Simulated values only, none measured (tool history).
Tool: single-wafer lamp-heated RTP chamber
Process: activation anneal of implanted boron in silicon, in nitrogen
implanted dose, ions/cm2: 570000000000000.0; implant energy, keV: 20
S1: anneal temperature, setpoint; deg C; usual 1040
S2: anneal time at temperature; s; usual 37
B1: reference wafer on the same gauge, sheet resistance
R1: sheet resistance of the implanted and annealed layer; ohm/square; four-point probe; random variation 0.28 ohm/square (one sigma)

run   hour    S1  S2      B1      R1
  1    0.0  1040  37  173.88  182.48
  2   17.7  1059  31  173.96  181.84
  3   35.0  1040  37  174.00  182.49
  4   46.6  1040  37  174.17  182.48
  5   52.9  1040  37  174.05  182.72
  6   59.0  1040  37  174.09  182.94
  7   74.7  1040  37  174.04  182.62
  8   82.1  1040  37  174.02  181.72
  9   98.0  1040  37  173.82  182.05
     111.6  -- pyrometer window cleaned and pyrometer calibrated
 10  112.1  1040  37  173.91  183.18
 11  116.5  1040  37  173.98  183.45
     127.1  -- gauge calibrated
 12  131.0  1040  37  174.14  183.02
 13  142.8  1023  37  173.90  184.51
 14  156.7  1040  37  173.99  182.50
 15  164.6  1022  47  174.01  183.54
 16  171.6  1040  37  174.15  182.92
 17  179.1  1063  28  173.95  182.01
 18  187.1  1059  58  174.11  179.69
 19  195.8  1040  37  174.02  183.07
 20  208.9  1040  37  174.10  183.06
 21  220.4  1021  54  174.09  183.05
 22  232.2  1059  22  174.03  182.64
 23  238.4  1040  21  173.96  184.00
 24  251.5  1040  37  174.04  182.73
 25  259.1  1040  45  174.02  181.80
 26  271.4  1062  27  174.04  182.17
     291.8  -- reflector plate cleaned
 27  299.5  1060  49  174.03  179.97
 28  307.7  1052  22  173.99  183.45
 29  325.3  1040  48  174.02  181.14
 30  342.1  1040  27  174.12  183.46
 31  358.1  1062  18  174.00  183.47
 32  373.2  1019  37  173.99  183.65
 33  381.6  1051  50  174.02  180.24
     399.5  -- pyrometer window cleaned and pyrometer calibrated
 34  400.0  1059  43  173.94  181.53
 35  411.5  1040  37  173.89  182.71
 36  427.5  1040  37  174.01  182.77
 37  434.8  1021  45  174.10  183.60
 38  444.9  1040  37  174.06  182.69

Measured less the same run without the tool's hidden state. The same run-to-run variation is in both; the gauge's scatter may not be:
The hidden state here: true wafer temperature minus pyrometer reading, K; wafer temperature error from the tarnished reflector plate, K; gauge reads high (%).
run     R1
  1  -0.83
  2  -0.72
  3  -0.91
  4  -0.93
  5  -0.94
  6  -0.94
  7  -0.96
  8  -0.97
  9  -0.98
 10  -0.10
 11  -0.15
 12  -0.30
 13  -0.55
 14  -0.51
 15  -0.79
 16  -0.61
 17  -0.50
 18  -0.64
 19  -0.73
 20  -0.78
 21  -1.19
 22  -0.63
 23  -0.76
 24  -0.90
 25  -0.95
 26  -0.73
 27  -0.89
 28  -0.78
 29  -1.06
 30  -0.95
 31  -0.70
 32  -1.47
 33  -1.01
 34  -0.08
 35  -0.23
 36  -0.38
 37  -0.63
 38  -0.51
